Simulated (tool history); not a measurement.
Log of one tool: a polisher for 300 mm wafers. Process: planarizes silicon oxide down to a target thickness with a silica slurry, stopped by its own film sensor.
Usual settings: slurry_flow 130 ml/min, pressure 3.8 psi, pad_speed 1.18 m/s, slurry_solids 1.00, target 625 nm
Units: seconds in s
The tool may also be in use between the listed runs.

| run | hour | slurry_flow | pressure | pad_speed | slurry_solids | target | incoming thickness of the incoming film, nm | seconds |
|---|---|---|---|---|---|---|---|---|
| 1 | 0.0 | 130 | 3.8 | 1.18 | 0.90 | 625 | 868.7 | 78.1 |
| 2 | 49.5 | 145 | 3.8 | 1.18 | 1.00 | 625 | 875.3 | 74.3 |
|  | 74.6 | worn pad replaced by a new one |
| 3 | 81.2 | 145 | 3.8 | 1.18 | 1.00 | 625 | 889.1 | 79.0 |
| 4 | 148.3 | 145 | 3.8 | 1.18 | 1.00 | 625 | 863.8 | 74.4 |
|  | 216.1 | conditioning disc replaced and pad reconditioned |
| 5 | 219.5 | 130 | 3.8 | 1.18 | 1.00 | 625 | 890.0 | 84.4 |
|  | 231.8 | slurry nozzle cleaned |
| 6 | 262.1 | 130 | 3.8 | 1.18 | 1.00 | 625 | 893.8 | 78.9 |
| 7 | 316.4 | 130 | 3.8 | 1.18 | 1.00 | 625 | 866.4 | 72.2 |
|  | 339.0 | worn pad replaced by a new one |
| 8 | 377.2 | 130 | 3.8 | 1.18 | 1.00 | 625 | 871.6 | 74.4 |
|  | 392.2 | slurry blender recalibrated |
|  | 414.2 | head pressure recalibrated |
| 9 | 414.7 | 130 | 3.8 | 1.18 | 1.00 | 625 | 875.3 | 77.3 |
| 10 | 440.1 | 105 | 3.8 | 1.18 | 1.00 | 625 | 887.5 | 80.2 |
| 11 | 497.6 | 130 | 3.8 | 1.18 | 1.00 | 625 | 884.9 | 78.9 |
| 12 | 568.1 | 130 | 4.2 | 1.18 | 1.00 | 583 | 881.7 | 84.4 |
| 13 | 600.2 | 130 | 3.8 | 0.76 | 1.00 | 548 | 876.0 | 144.9 |
|  | 628.1 | worn pad replaced by a new one |
| 14 | 646.0 | 130 | 5.0 | 1.36 | 1.20 | 686 | 879.0 | 38.4 |
| 15 | 684.2 | 130 | 3.8 | 1.18 | 1.00 | 625 | 879.9 | 79.7 |
| 16 | 753.6 | 130 | 3.8 | 1.18 | 1.00 | 625 | 892.3 | 86.2 |
|  | 779.5 | slurry blender recalibrated |
|  | 806.8 | conditioning disc replaced and pad reconditioned |
|  | 818.2 | slurry nozzle cleaned |
| 17 | 820.1 | 130 | 2.9 | 1.18 | 1.00 | 625 | 865.0 | 87.6 |
| 18 | 856.1 | 130 | 3.8 | 1.18 | 1.00 | 625 | 873.1 | 73.9 |
|  | 890.4 | worn pad replaced by a new one |
| 19 | 901.0 | 170 | 3.8 | 1.04 | 1.00 | 552 | 861.6 | 95.6 |
| 20 | 940.2 | 130 | 3.8 | 1.18 | 1.10 | 625 | 879.9 | 72.4 |
| 21 | 969.5 | 130 | 3.8 | 1.18 | 0.75 | 570 | 892.1 | 104.4 |
| 22 | 1011.7 | 130 | 3.8 | 1.18 | 1.00 | 625 | 882.6 | 75.7 |
| 23 | 1074.3 | 130 | 3.8 | 1.60 | 1.00 | 625 | 888.5 | 62.6 |
|  | 1115.2 | worn pad replaced by a new one |
| 24 | 1129.4 | 130 | 4.7 | 1.18 | 1.15 | 657 | 884.4 | 54.3 |
| 25 | 1186.1 | 130 | 3.8 | 1.18 | 1.00 | 625 | 868.9 | 73.4 |

Forecast each of these 4 alternatives for the next run:
| A | 1186.5 | 130 | 3.8 | 1.18 | 1.00 | 683 | 882.9 | ? |
| B | 1186.5 | 130 | 3.8 | 1.46 | 0.80 | 700 | 882.9 | ? |
| C | 1186.5 | 130 | 3.8 | 0.82 | 1.00 | 625 | 882.9 | ? |
| D | 1186.5 | 130 | 3.8 | 1.18 | 1.15 | 712 | 882.9 | ? |

| run | seconds |
|---|---|
| A | 63.2 |
| B | 52.7 |
| C | 109.0 |
| D | 51.5 |
Without the tool's hidden state the same runs would have given:
| run | seconds |
|---|---|
| A | 60.0 |
| B | 50.1 |
| C | 103.7 |
| D | 49.0 |
